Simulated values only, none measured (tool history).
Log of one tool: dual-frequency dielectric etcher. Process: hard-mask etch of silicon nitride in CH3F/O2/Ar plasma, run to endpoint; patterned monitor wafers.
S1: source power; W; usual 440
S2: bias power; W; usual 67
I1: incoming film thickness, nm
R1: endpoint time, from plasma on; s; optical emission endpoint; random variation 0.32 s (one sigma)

run,hour,S1,S2,I1,R1
1,0,440,67,37.71,48.8
2,13.5,440,67,37.19,48.7
3,31,520,67,37.32,45.3
4,38.5,490,67,37.27,46.5
5,90.7,490,67,37.35,47.1
6,97.4,440,67,37.04,47.7
7,103.6,440,67,37.18,47.7
8,110.2,440,67,37.52,48.3
9,121.5,440,58,37.19,51.4
10,130.8,440,58,37.23,50.7
11,139,490,79,37.07,42.5
# hour 149.7: bias power generator calibrated
12,151.7,440,67,37.49,48.6
# hour 182.3: wet clean of the chamber
13,182.8,440,67,37.19,48.2
14,183.2,510,77,37.08,43.1
15,184.3,370,53,37.58,57.4
16,201.7,550,80,37.17,41.3
17,219.1,370,58,37.55,55
18,227.8,480,75,37.53,45.6
19,239.2,440,67,37.15,47.8
# hour 266: source power generator calibrated
# hour 267: upper electrode replaced
20,267.5,440,67,37.12,47.8
21,267.8,500,84,37.12,41.7
22,270.9,350,54,37.21,57.5
23,277.2,480,56,37.14,50.6

The next listed run, before its measurement:
24,312,520,77,37.12,?

Run 24 gave R1 42.4 s.
Without the tool's hidden state the same run would have given R1 42.4 s.
